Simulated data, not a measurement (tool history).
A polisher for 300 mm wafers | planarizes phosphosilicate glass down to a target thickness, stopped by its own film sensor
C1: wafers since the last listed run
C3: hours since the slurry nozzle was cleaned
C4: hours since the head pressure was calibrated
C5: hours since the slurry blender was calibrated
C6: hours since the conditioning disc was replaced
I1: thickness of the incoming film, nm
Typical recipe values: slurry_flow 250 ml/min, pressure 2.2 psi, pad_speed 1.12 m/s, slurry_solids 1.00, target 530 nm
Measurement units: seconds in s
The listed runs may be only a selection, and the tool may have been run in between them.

run 1 hour=0.0 | slurry_flow=250 pressure=2.2 pad_speed=1.12 slurry_solids=1.00 target=622 | C1=0 wafers_polished_on_this_pad=269 C3=738.0 C4=90.5 C5=298.3 C6=46.4 | I1=1117.3 | seconds=82.2
run 2 hour=15.0 | slurry_flow=250 pressure=2.2 pad_speed=1.12 slurry_solids=1.00 target=530 | C1=98 wafers_polished_on_this_pad=368 C3=753.0 C4=105.5 C5=313.3 C6=61.4 | I1=1114.3 | seconds=98.3
-- hour=19.6 slurry blender recalibrated
run 3 hour=45.5 | slurry_flow=250 pressure=2.2 pad_speed=1.12 slurry_solids=0.80 target=530 | C1=187 wafers_polished_on_this_pad=556 C3=783.5 C4=136.0 C5=25.9 C6=91.9 | I1=1128.7 | seconds=115.3
run 4 hour=65.5 | slurry_flow=250 pressure=1.9 pad_speed=1.44 slurry_solids=0.90 target=530 | C1=131 wafers_polished_on_this_pad=687 C3=803.5 C4=156.0 C5=45.9 C6=111.9 | I1=1125.7 | seconds=98.1
run 5 hour=87.8 | slurry_flow=250 pressure=2.2 pad_speed=1.12 slurry_solids=1.00 target=530 | C1=147 wafers_polished_on_this_pad=835 C3=825.8 C4=178.3 C5=68.2 C6=134.2 | I1=1114.7 | seconds=97.0
run 6 hour=109.8 | slurry_flow=250 pressure=2.2 pad_speed=1.40 slurry_solids=0.75 target=530 | C1=145 wafers_polished_on_this_pad=980 C3=847.8 C4=200.3 C5=90.2 C6=156.2 | I1=1120.1 | seconds=95.6
run 7 hour=130.9 | slurry_flow=330 pressure=3.0 pad_speed=1.50 slurry_solids=1.00 target=530 | C1=139 wafers_polished_on_this_pad=1119 C3=868.9 C4=221.4 C5=111.3 C6=177.3 | I1=1126.8 | seconds=58.1
-- hour=138.0 slurry nozzle cleaned
run 8 hour=154.8 | slurry_flow=250 pressure=2.2 pad_speed=1.12 slurry_solids=1.00 target=530 | C1=151 wafers_polished_on_this_pad=1270 C3=16.8 C4=245.3 C5=135.2 C6=201.2 | I1=1112.2 | seconds=97.1
-- hour=160.9 worn pad replaced by a new one
run 9 hour=190.3 | slurry_flow=250 pressure=2.2 pad_speed=0.84 slurry_solids=1.00 target=530 | C1=207 wafers_polished_on_this_pad=193 C3=52.3 C4=280.8 C5=170.7 C6=236.7 | I1=1104.2 | seconds=119.4
run 10 hour=206.6 | slurry_flow=335 pressure=2.7 pad_speed=0.80 slurry_solids=1.15 target=530 | C1=107 wafers_polished_on_this_pad=301 C3=68.6 C4=297.1 C5=187.0 C6=253.0 | I1=1118.7 | seconds=95.4
run 11 hour=241.3 | slurry_flow=305 pressure=2.2 pad_speed=1.12 slurry_solids=1.00 target=530 | C1=228 wafers_polished_on_this_pad=530 C3=103.3 C4=331.8 C5=221.7 C6=287.7 | I1=1130.5 | seconds=99.7
run 12 hour=256.8 | slurry_flow=250 pressure=2.2 pad_speed=1.12 slurry_solids=1.10 target=530 | C1=102 wafers_polished_on_this_pad=632 C3=118.8 C4=347.3 C5=237.2 C6=303.2 | I1=1122.0 | seconds=91.9
run 13 hour=268.9 | slurry_flow=250 pressure=2.2 pad_speed=1.12 slurry_solids=1.00 target=530 | C1=79 wafers_polished_on_this_pad=712 C3=130.9 C4=359.4 C5=249.3 C6=315.3 | I1=1120.4 | seconds=97.2
-- hour=297.9 conditioning disc replaced and pad reconditioned
run 14 hour=301.9 | slurry_flow=250 pressure=2.2 pad_speed=1.12 slurry_solids=1.25 target=530 | C1=204 wafers_polished_on_this_pad=916 C3=163.9 C4=392.4 C5=282.3 C6=4.0 | I1=1128.7 | seconds=88.3
run 15 hour=323.5 | slurry_flow=250 pressure=2.2 pad_speed=1.44 slurry_solids=1.20 target=530 | C1=142 wafers_polished_on_this_pad=1058 C3=185.5 C4=414.0 C5=303.9 C6=25.6 | I1=1113.1 | seconds=73.3
run 16 hour=344.8 | slurry_flow=250 pressure=2.2 pad_speed=1.12 slurry_solids=1.20 target=530 | C1=140 wafers_polished_on_this_pad=1199 C3=206.8 C4=435.3 C5=325.2 C6=46.9 | I1=1132.1 | seconds=89.6
-- hour=365.9 worn pad replaced by a new one
-- hour=366.7 slurry blender recalibrated
run 17 hour=367.2 | slurry_flow=180 pressure=2.2 pad_speed=0.88 slurry_solids=1.00 target=530 | C1=116 wafers_polished_on_this_pad=3 C3=229.2 C4=457.7 C5=0.5 C6=69.3 | I1=1120.9 | seconds=120.5
run 18 hour=385.1 | slurry_flow=275 pressure=2.2 pad_speed=1.12 slurry_solids=1.25 target=530 | C1=118 wafers_polished_on_this_pad=121 C3=247.1 C4=475.6 C5=18.4 C6=87.2 | I1=1114.0 | seconds=86.2
run 19 hour=418.5 | slurry_flow=310 pressure=2.7 pad_speed=1.12 slurry_solids=1.20 target=404 | C1=220 wafers_polished_on_this_pad=341 C3=280.5 C4=509.0 C5=51.8 C6=120.6 | I1=1100.0 | seconds=84.0
run 20 hour=443.8 | slurry_flow=335 pressure=2.2 pad_speed=0.82 slurry_solids=1.15 target=430 | C1=166 wafers_polished_on_this_pad=508 C3=305.8 C4=534.3 C5=77.1 C6=145.9 | I1=1140.0 | seconds=142.0
run 21 hour=479.8 | slurry_flow=250 pressure=2.2 pad_speed=1.12 slurry_solids=1.00 target=690 | C1=237 wafers_polished_on_this_pad=745 C3=341.8 C4=570.3 C5=113.1 C6=181.9 | I1=1131.3 | seconds=74.9
run 22 hour=511.4 | slurry_flow=250 pressure=2.2 pad_speed=1.12 slurry_solids=0.90 target=530 | C1=208 wafers_polished_on_this_pad=954 C3=373.4 C4=601.9 C5=144.7 C6=213.5 | I1=1127.5 | seconds=104.3
run 23 hour=546.0 | slurry_flow=275 pressure=2.2 pad_speed=1.12 slurry_solids=1.30 target=457 | C1=228 wafers_polished_on_this_pad=1182 C3=408.0 C4=636.5 C5=179.3 C6=248.1 | I1=1143.1 | seconds=101.8
-- hour=564.5 worn pad replaced by a new one
run 24 hour=570.3 | slurry_flow=250 pressure=2.2 pad_speed=1.12 slurry_solids=1.00 target=530 | C1=133 wafers_polished_on_this_pad=38 C3=432.3 C4=660.8 C5=203.6 C6=272.4 | I1=1118.0 | seconds=97.9
run 25 hour=582.3 | slurry_flow=250 pressure=2.2 pad_speed=1.12 slurry_solids=0.90 target=530 | C1=79 wafers_polished_on_this_pad=117 C3=444.3 C4=672.8 C5=215.6 C6=284.4 | I1=1128.2 | seconds=104.8
-- hour=593.5 conditioning disc replaced and pad reconditioned
run 26 hour=598.0 | slurry_flow=250 pressure=2.8 pad_speed=1.12 slurry_solids=1.00 target=677 | C1=90 wafers_polished_on_this_pad=207 C3=460.0 C4=688.5 C5=231.3 C6=4.5 | I1=1114.3 | seconds=57.3

Consider 3 possible next runs. They are alternatives, not a sequence: every one starts from the tool as it was left by run 26. What does each give?
run A hour=598.5 | slurry_flow=250 pressure=2.2 pad_speed=1.12 slurry_solids=1.00 target=530 | C1=3 wafers_polished_on_this_pad=210 C3=460.5 C4=689.0 C5=231.8 C6=5.0 | I1=1129.5 | seconds=?
run B hour=598.5 | slurry_flow=210 pressure=1.5 pad_speed=0.86 slurry_solids=1.00 target=592 | C1=3 wafers_polished_on_this_pad=210 C3=460.5 C4=689.0 C5=231.8 C6=5.0 | I1=1129.5 | seconds=?
run C hour=598.5 | slurry_flow=290 pressure=2.2 pad_speed=1.12 slurry_solids=1.00 target=382 | C1=3 wafers_polished_on_this_pad=210 C3=460.5 C4=689.0 C5=231.8 C6=5.0 | I1=1129.5 | seconds=?

run=A seconds=97.7
run=B seconds=154.5
run=C seconds=120.4
The same runs, with their run-to-run variation unchanged, on a tool lacking any hidden condition would have given:
run=A seconds=97.7
run=B seconds=154.5
run=C seconds=120.4
